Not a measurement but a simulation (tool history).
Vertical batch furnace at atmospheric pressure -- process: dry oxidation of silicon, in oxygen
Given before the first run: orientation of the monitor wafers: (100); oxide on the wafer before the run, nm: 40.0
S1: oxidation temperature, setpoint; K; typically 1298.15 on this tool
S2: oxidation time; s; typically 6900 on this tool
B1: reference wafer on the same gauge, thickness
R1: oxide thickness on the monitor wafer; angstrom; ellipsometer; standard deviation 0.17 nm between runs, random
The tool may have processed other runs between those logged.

run   hour       S1    S2      B1      R1
  1      0  1298.15  6900  110.02  1127.7
  2   24.2  1298.15  6900  110.04  1124.3
  3   37.6  1298.15  6900  110.04  1127.2
  4   63.9  1298.15  6900  109.97  1129.9
  5   94.2  1298.15  6900  110.01  1125.2
  6  119.2  1298.15  6900  109.97  1126.7
  7  136.8  1298.15  6900  110.01  1125.4
  8  169.9  1298.15  6900  109.96  1128.7
  9  184.7  1298.15  6900  110.02  1128.2
 10  210.4  1298.15  3960  109.92   855.2
 11  245.3  1298.15  6900  110.04    1128
 12  277.4  1298.15  6900  109.99  1129.3
 13  297.2  1298.15  6900  109.91  1126.6
 14  345.4  1315.15  4380  110.11   992.7
 15  350.8  1282.15  8040  110.07  1100.3
 16  390.4  1312.15  6900  110.03  1233.3
 17    479  1298.15  9600     110  1351.2
 18  498.7  1278.15  5340  109.95   874.1
 19  523.5  1277.15  9300  109.95  1149.4

Not shown: 3 entries that the log had between the listed runs. Between which runs, and how does the tool's hidden state differ before and after?
After run 7, before run 8: gauge calibrated (hour 164.4)
  nothing in the hidden state changes from one run to the other
After run 13, before run 14: boat lift adjusted (hour 344.9)
  nothing in the hidden state changes from one run to the other
After run 15, before run 16: thermocouples replaced and temperature profile calibrated (hour 389.9)
  nothing in the hidden state changes from one run to the other
